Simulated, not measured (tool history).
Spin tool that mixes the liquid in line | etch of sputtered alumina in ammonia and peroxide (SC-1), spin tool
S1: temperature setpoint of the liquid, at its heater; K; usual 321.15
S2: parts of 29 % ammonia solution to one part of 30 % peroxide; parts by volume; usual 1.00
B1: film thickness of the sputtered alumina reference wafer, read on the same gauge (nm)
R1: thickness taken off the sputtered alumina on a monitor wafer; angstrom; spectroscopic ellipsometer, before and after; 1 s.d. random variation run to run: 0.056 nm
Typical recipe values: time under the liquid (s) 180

run 1 day=0.000 | S1=321.15 S2=1.00 time_under_the_liquid_(s)=180 | B1=29.99 | R1=80.3
run 2 day=3.675 | S1=321.15 S2=1.00 time_under_the_liquid_(s)=180 | B1=29.97 | R1=79.4
run 3 day=5.321 | S1=321.15 S2=0.65 time_under_the_liquid_(s)=180 | B1=30.01 | R1=76.4
run 4 day=7.412 | S1=321.15 S2=1.00 time_under_the_liquid_(s)=180 | B1=30.00 | R1=80.0
run 5 day=11.129 | S1=321.15 S2=1.00 time_under_the_liquid_(s)=180 | B1=29.98 | R1=79.9
run 6 day=12.788 | S1=321.15 S2=1.00 time_under_the_liquid_(s)=180 | B1=30.00 | R1=78.4
run 7 day=16.483 | S1=316.15 S2=0.90 time_under_the_liquid_(s)=180 | B1=29.98 | R1=58.5
-- day=16.700 new drum of ammonia solution connected
run 8 day=20.175 | S1=329.15 S2=1.00 time_under_the_liquid_(s)=180 | B1=29.99 | R1=122.1
run 9 day=23.921 | S1=329.15 S2=1.00 time_under_the_liquid_(s)=180 | B1=30.01 | R1=120.4
run 10 day=26.975 | S1=329.15 S2=1.00 time_under_the_liquid_(s)=180 | B1=30.00 | R1=120.5
run 11 day=28.596 | S1=321.15 S2=1.00 time_under_the_liquid_(s)=180 | B1=30.02 | R1=78.1
run 12 day=30.296 | S1=315.15 S2=1.20 time_under_the_liquid_(s)=180 | B1=30.02 | R1=55.7
run 13 day=33.979 | S1=315.15 S2=1.00 time_under_the_liquid_(s)=180 | B1=29.99 | R1=54.7
-- day=35.512 thermometer replaced
run 14 day=38.200 | S1=321.15 S2=1.00 time_under_the_liquid_(s)=290 | B1=29.99 | R1=124.1
-- day=39.625 ammonia flow meter replaced
-- day=40.150 gauge calibrated
run 15 day=41.500 | S1=312.65 S2=0.60 time_under_the_liquid_(s)=290 | B1=30.01 | R1=71.4
run 16 day=44.746 | S1=313.15 S2=0.85 time_under_the_liquid_(s)=255 | B1=29.99 | R1=66.0
run 17 day=48.221 | S1=321.15 S2=1.00 time_under_the_liquid_(s)=180 | B1=30.02 | R1=76.0
run 18 day=52.204 | S1=327.65 S2=1.20 time_under_the_liquid_(s)=180 | B1=30.02 | R1=109.6
-- day=52.600 new drum of ammonia solution connected
-- day=53.500 heated supply line repaired
run 19 day=61.446 | S1=321.15 S2=1.00 time_under_the_liquid_(s)=180 | B1=30.01 | R1=85.9
run 20 day=65.079 | S1=314.65 S2=0.65 time_under_the_liquid_(s)=230 | B1=30.00 | R1=72.2
run 21 day=67.538 | S1=317.65 S2=1.00 time_under_the_liquid_(s)=180 | B1=29.99 | R1=69.4
run 22 day=69.450 | S1=321.15 S2=1.00 time_under_the_liquid_(s)=90 | B1=29.99 | R1=42.7
run 23 day=72.071 | S1=321.15 S2=1.00 time_under_the_liquid_(s)=180 | B1=30.02 | R1=83.9

Measured result minus the same run's result without the hidden state. Both carry the same run-to-run variation, though not necessarily the same gauge scatter:
The tool's hidden condition here consists of: liquid colder than its thermometer reads (K); ammonia flow above the setpoint (%); temperature lost on the way to the wafer (K); ammonia solution weaker than its label (%); gauge reads high (%).
run=1 R1=-8.4
run=2 R1=-8.7
run=3 R1=-8.5
run=4 R1=-9.0
run=5 R1=-9.4
run=6 R1=-9.3
run=7 R1=-7.5
run=8 R1=-14.7
run=9 R1=-15.0
run=10 R1=-15.4
run=11 R1=-10.7
run=12 R1=-8.1
run=13 R1=-8.2
run=14 R1=-18.4
run=15 R1=-11.7
run=16 R1=-10.9
run=17 R1=-12.2
run=18 R1=-17.2
run=19 R1=-2.8
run=20 R1=-2.7
run=21 R1=-2.8
run=22 R1=-1.8
run=23 R1=-3.7
